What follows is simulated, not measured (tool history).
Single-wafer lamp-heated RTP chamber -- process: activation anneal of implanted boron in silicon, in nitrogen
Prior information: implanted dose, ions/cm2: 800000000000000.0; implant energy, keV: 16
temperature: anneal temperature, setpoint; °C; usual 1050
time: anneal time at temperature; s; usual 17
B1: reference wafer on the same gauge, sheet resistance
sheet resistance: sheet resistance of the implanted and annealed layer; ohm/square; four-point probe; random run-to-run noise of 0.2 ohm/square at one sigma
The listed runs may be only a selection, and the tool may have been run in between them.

Run 1, hour 0: usual settings; B1 123.33. Result: sheet resistance 135.55 ohm/square.
Run 2, hour 66.5: usual settings but temperature 1038 °C, time 12 s; B1 123.33. Result: sheet resistance 136.52 ohm/square.
Run 3, hour 118.6: usual settings but temperature 1038 °C, time 12 s; B1 123.4. Result: sheet resistance 136.3 ohm/square.
Run 4, hour 188.2: usual settings but temperature 1038 °C, time 12 s; B1 123.51. Result: sheet resistance 136.39 ohm/square.
Run 5, hour 279.8: usual settings but temperature 1040 °C; B1 123.56. Result: sheet resistance 135.87 ohm/square.
Run 6, hour 350.4: usual settings but temperature 1040 °C; B1 123.59. Result: sheet resistance 136.04 ohm/square.
Run 7, hour 427.1: usual settings but temperature 1040 °C; B1 123.67. Result: sheet resistance 135.72 ohm/square.
At hour 504.3: pyrometer window cleaned and pyrometer calibrated.
Run 8, hour 517.4: usual settings; B1 123.75. Result: sheet resistance 135.59 ohm/square.
At hour 535.1: reflector plate cleaned.
Run 9, hour 592.7: usual settings; B1 123.82. Result: sheet resistance 135.73 ohm/square.
Run 10, hour 677.1: usual settings; B1 123.9. Result: sheet resistance 136.21 ohm/square.
At hour 719.6: gauge calibrated.
Run 11, hour 724.5: usual settings; B1 123.04. Result: sheet resistance 135.6 ohm/square.
Run 12, hour 790.7: usual settings; B1 123.11. Result: sheet resistance 135.32 ohm/square.
Run 13, hour 874.3: usual settings; B1 123.1. Result: sheet resistance 135 ohm/square.
Run 14, hour 973.7: usual settings; B1 123.1. Result: sheet resistance 135.41 ohm/square.
Run 15, hour 1058.8: usual settings but time 13 s; B1 123.11. Result: sheet resistance 135.63 ohm/square.
Run 16, hour 1108.2: usual settings; B1 123.18. Result: sheet resistance 135.22 ohm/square.
At hour 1121.8: pyrometer window cleaned and pyrometer calibrated.
At hour 1197.2: reflector plate cleaned.
Run 17, hour 1214.4: usual settings; B1 123.16. Result: sheet resistance 135.38 ohm/square.
Run 18, hour 1387.4: usual settings but temperature 1036 °C, time 9 s; B1 123.17. Result: sheet resistance 136.65 ohm/square.
Run 19, hour 1430.6: usual settings but time 20 s; B1 123.18. Result: sheet resistance 135.15 ohm/square.
Run 20, hour 1504: usual settings; B1 123.29. Result: sheet resistance 135.32 ohm/square.
Run 21, hour 1551.7: usual settings but temperature 1060 °C, time 9 s; B1 123.32. Result: sheet resistance 136.1 ohm/square.
Run 22, hour 1648.6: usual settings; B1 123.39. Result: sheet resistance 135.31 ohm/square.
Run 23, hour 1717.4: usual settings but temperature 1037 °C, time 12 s; B1 123.37. Result: sheet resistance 136.74 ohm/square.
At hour 1726.9: pyrometer window cleaned and pyrometer calibrated.
Run 24, hour 1784.2: usual settings but temperature 1077 °C, time 23 s; B1 123.42. Result: sheet resistance 134.28 ohm/square.
Run 25, hour 1881.3: usual settings but temperature 1022 °C, time 26 s; B1 123.54. Result: sheet resistance 136.94 ohm/square.
At hour 1895.7: reflector plate cleaned.
Run 26, hour 1971.3: usual settings; B1 123.56. Result: sheet resistance 135.89 ohm/square.
Run 27, hour 2046.2: usual settings but temperature 1030 °C, time 26 s; B1 123.62. Result: sheet resistance 136.3 ohm/square.
Run 28, hour 2143.1: usual settings but temperature 1034 °C, time 11 s; B1 123.7. Result: sheet resistance 137.41 ohm/square.
Run 29, hour 2222.3: usual settings but temperature 1042 °C, time 8 s; B1 123.77. Result: sheet resistance 137.3 ohm/square.
Run 30, hour 2263.6: usual settings but time 23 s; B1 123.78. Result: sheet resistance 135.52 ohm/square.
At hour 2316.8: pyrometer window cleaned and pyrometer calibrated.
Run 31, hour 2357.3: usual settings but time 8 s; B1 123.83. Result: sheet resistance 136.63 ohm/square.
Run 32, hour 2451.9: usual settings but temperature 1026 °C, time 12 s; B1 123.97. Result: sheet resistance 137.9 ohm/square.
Run 33, hour 2528.2: usual settings but time 24 s; B1 124.01. Result: sheet resistance 135.26 ohm/square.
At hour 2561.3: reflector plate cleaned.
Run 34, hour 2606.3: usual settings but temperature 1024 °C; B1 124.12. Result: sheet resistance 137.87 ohm/square.
At hour 2657.5: gauge calibrated.
Run 35, hour 2666.3: usual settings but temperature 1034 °C, time 13 s; B1 122.97. Result: sheet resistance 136.25 ohm/square.

Forecast each of these 5 alternatives for the next run:
Run A, hour 2666.7: usual settings; B1 ?. Result: sheet resistance ?.
Run B, hour 2666.7: usual settings but time 14 s; B1 ?. Result: sheet resistance ?.
Run C, hour 2666.7: usual settings but temperature 1076 °C, time 10 s; B1 ?. Result: sheet resistance ?.
Run D, hour 2666.7: usual settings but temperature 1025 °C, time 13 s; B1 ?. Result: sheet resistance ?.
Run E, hour 2666.7: usual settings but temperature 1030 °C, time 10 s; B1 ?. Result: sheet resistance ?.

run      B1  sheet resistance
  A  122.97             135.2
  B  122.97            135.47
  C  122.97            135.34
  D  122.97            137.04
  E  122.97            136.91
With no hidden state in the tool, these same runs would have given:
run  sheet resistance
  A            135.22
  B            135.48
  C            135.36
  D            137.05
  E            136.93
